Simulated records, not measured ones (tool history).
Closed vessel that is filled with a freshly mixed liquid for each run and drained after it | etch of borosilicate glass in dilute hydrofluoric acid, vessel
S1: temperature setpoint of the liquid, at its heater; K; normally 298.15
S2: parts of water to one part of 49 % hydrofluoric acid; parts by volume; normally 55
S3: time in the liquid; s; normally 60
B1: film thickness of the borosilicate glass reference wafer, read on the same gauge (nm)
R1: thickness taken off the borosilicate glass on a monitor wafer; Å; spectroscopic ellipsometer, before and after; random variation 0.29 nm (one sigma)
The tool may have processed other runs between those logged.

Run 1, day 0.000: usual settings but S1 295.15 K; B1 110.03. Result: R1 459.9 Å.
Run 2, day 0.725: usual settings but S1 295.15 K; B1 110.01. Result: R1 459.2 Å.
Run 3, day 1.183: usual settings but S3 70 s; B1 109.99. Result: R1 606.6 Å.
Run 4, day 1.462: usual settings but S3 70 s; B1 109.99. Result: R1 604.5 Å.
Run 5, day 2.183: usual settings but S3 75 s; B1 109.99. Result: R1 645.0 Å.
At day 2.504: thermometer replaced.
Run 6, day 2.529: usual settings but S3 75 s; B1 110.04. Result: R1 650.9 Å.
Run 7, day 2.879: usual settings but S3 75 s; B1 110.00. Result: R1 643.0 Å.
Run 8, day 3.579: usual settings; B1 110.04. Result: R1 513.4 Å.
At day 3.717: hydrofluoric acid flow meter replaced.
At day 4.429: gauge calibrated.
Run 9, day 4.521: usual settings but S1 302.15 K, S2 75 parts by volume, S3 80 s; B1 110.01. Result: R1 662.2 Å.
Run 10, day 5.008: usual settings; B1 110.02. Result: R1 589.3 Å.
Run 11, day 5.579: usual settings but S3 35 s; B1 110.00. Result: R1 344.9 Å.
Run 12, day 5.888: usual settings but S1 300.15 K, S2 85 parts by volume, S3 50 s; B1 109.99. Result: R1 335.3 Å.
Run 13, day 6.504: usual settings but S3 45 s; B1 109.99. Result: R1 443.8 Å.

Run 14 is up next; what results do you expect?
Run 14, day 6.796: usual settings but S2 65 parts by volume, S3 70 s; B1 ?. Result: R1 ?.

B1: 109.98
R1: 577.4 Å
On a tool with no hidden condition, and with the same random variation, this run would have come out at R1 584.1 Å.
